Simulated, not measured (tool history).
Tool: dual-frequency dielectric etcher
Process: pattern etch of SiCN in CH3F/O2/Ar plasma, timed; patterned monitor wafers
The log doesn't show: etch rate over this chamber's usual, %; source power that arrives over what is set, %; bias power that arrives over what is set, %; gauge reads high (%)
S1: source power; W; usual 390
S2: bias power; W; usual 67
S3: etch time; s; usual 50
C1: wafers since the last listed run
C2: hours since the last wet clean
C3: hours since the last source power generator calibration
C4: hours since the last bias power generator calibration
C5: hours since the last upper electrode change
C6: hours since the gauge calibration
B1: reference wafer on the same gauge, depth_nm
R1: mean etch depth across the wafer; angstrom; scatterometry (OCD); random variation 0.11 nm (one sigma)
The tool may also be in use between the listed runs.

{"run": 1, "hour": 0.0, "S1": 390, "S2": 67, "S3": 50, "C1": 0, "C2": 327.6, "C3": 1391.4, "C4": 1613.6, "C5": 3919.3, "C6": 243, "B1": 16.36, "R1": 185.7}
{"hour": 3.4, "done": "gauge calibrated"}
{"run": 2, "hour": 21.6, "S1": 390, "S2": 67, "S3": 50, "C1": 391, "C2": 349.2, "C3": 1413, "C4": 1635.2, "C5": 3940.9, "C6": 18.2, "B1": 16.37, "R1": 190.5}
{"run": 3, "hour": 55.8, "S1": 390, "S2": 67, "S3": 50, "C1": 619, "C2": 383.4, "C3": 1447.2, "C4": 1669.4, "C5": 3975.1, "C6": 52.4, "B1": 16.29, "R1": 188.2}
{"run": 4, "hour": 88.4, "S1": 390, "S2": 67, "S3": 50, "C1": 590, "C2": 416, "C3": 1479.8, "C4": 1702, "C5": 4007.7, "C6": 85, "B1": 16.3, "R1": 189.3}
{"run": 5, "hour": 122.8, "S1": 390, "S2": 67, "S3": 50, "C1": 623, "C2": 450.4, "C3": 1514.2, "C4": 1736.4, "C5": 4042.1, "C6": 119.4, "B1": 16.24, "R1": 189}
{"hour": 150.2, "done": "wet clean of the chamber"}
{"hour": 165.1, "done": "source power generator calibrated"}
{"hour": 165.2, "done": "upper electrode replaced"}
{"run": 6, "hour": 165.7, "S1": 390, "S2": 67, "S3": 50, "C1": 268, "C2": 15.5, "C3": 0.6, "C4": 1779.3, "C5": 0.5, "C6": 162.3, "B1": 16.35, "R1": 182.8}
{"run": 7, "hour": 166.0, "S1": 390, "S2": 67, "S3": 50, "C1": 5, "C2": 15.8, "C3": 0.9, "C4": 1779.6, "C5": 0.8, "C6": 162.6, "B1": 16.26, "R1": 183.5}
{"run": 8, "hour": 189.5, "S1": 390, "S2": 67, "S3": 39, "C1": 425, "C2": 39.3, "C3": 24.4, "C4": 1803.1, "C5": 24.3, "C6": 186.1, "B1": 16.28, "R1": 143.4}
{"run": 9, "hour": 206.4, "S1": 390, "S2": 67, "S3": 39, "C1": 306, "C2": 56.2, "C3": 41.3, "C4": 1820, "C5": 41.2, "C6": 203, "B1": 16.32, "R1": 144.1}
{"run": 10, "hour": 221.5, "S1": 480, "S2": 77, "S3": 64.5, "C1": 273, "C2": 71.3, "C3": 56.4, "C4": 1835.1, "C5": 56.3, "C6": 218.1, "B1": 16.27, "R1": 271.6}
{"hour": 249.1, "done": "gauge calibrated"}
{"run": 11, "hour": 251.7, "S1": 490, "S2": 67, "S3": 50, "C1": 547, "C2": 101.5, "C3": 86.6, "C4": 1865.3, "C5": 86.5, "C6": 2.6, "B1": 16.25, "R1": 202.9}
{"run": 12, "hour": 277.3, "S1": 390, "S2": 60, "S3": 40, "C1": 463, "C2": 127.1, "C3": 112.2, "C4": 1890.9, "C5": 112.1, "C6": 28.2, "B1": 16.28, "R1": 143.7}
{"run": 13, "hour": 302.6, "S1": 390, "S2": 67, "S3": 50, "C1": 458, "C2": 152.4, "C3": 137.5, "C4": 1916.2, "C5": 137.4, "C6": 53.5, "B1": 16.28, "R1": 185.3}
{"hour": 325.0, "done": "bias power generator calibrated"}
{"run": 14, "hour": 330.4, "S1": 390, "S2": 67, "S3": 37.5, "C1": 431, "C2": 180.2, "C3": 165.3, "C4": 5.4, "C5": 165.2, "C6": 81.3, "B1": 16.25, "R1": 139}
{"run": 15, "hour": 348.4, "S1": 350, "S2": 50, "S3": 57, "C1": 326, "C2": 198.2, "C3": 183.3, "C4": 23.4, "C5": 183.2, "C6": 99.3, "B1": 16.26, "R1": 185.2}
{"run": 16, "hour": 373.6, "S1": 480, "S2": 54, "S3": 57, "C1": 456, "C2": 223.4, "C3": 208.5, "C4": 48.6, "C5": 208.4, "C6": 124.5, "B1": 16.32, "R1": 217.9}
{"run": 17, "hour": 407.8, "S1": 390, "S2": 60, "S3": 40, "C1": 619, "C2": 257.6, "C3": 242.7, "C4": 82.8, "C5": 242.6, "C6": 158.7, "B1": 16.27, "R1": 143.3}
{"run": 18, "hour": 436.5, "S1": 420, "S2": 73, "S3": 50, "C1": 520, "C2": 286.3, "C3": 271.4, "C4": 111.5, "C5": 271.3, "C6": 187.4, "B1": 16.27, "R1": 200.2}

4 ways to go on from here, each from the tool as it stands after run 18. What would each give?
{"run": "A", "hour": 436.9, "S1": 420, "S2": 67, "S3": 50, "C1": 7, "C2": 286.7, "C3": 271.8, "C4": 111.9, "C5": 271.7, "C6": 187.8, "B1": "?", "R1": "?"}
{"run": "B", "hour": 436.9, "S1": 390, "S2": 61, "S3": 50, "C1": 7, "C2": 286.7, "C3": 271.8, "C4": 111.9, "C5": 271.7, "C6": 187.8, "B1": "?", "R1": "?"}
{"run": "C", "hour": 436.9, "S1": 390, "S2": 54, "S3": 50, "C1": 7, "C2": 286.7, "C3": 271.8, "C4": 111.9, "C5": 271.7, "C6": 187.8, "B1": "?", "R1": "?"}
{"run": "D", "hour": 436.9, "S1": 360, "S2": 58, "S3": 37, "C1": 7, "C2": 286.7, "C3": 271.8, "C4": 111.9, "C5": 271.7, "C6": 187.8, "B1": "?", "R1": "?"}

run=A B1=16.3 R1=195.6
run=B B1=16.3 R1=183.2
run=C B1=16.3 R1=176
run=D B1=16.3 R1=128.4
Without the tool's hidden state the same runs would have given:
run=A R1=189.2
run=B R1=177.2
run=C R1=170.3
run=D R1=124.2
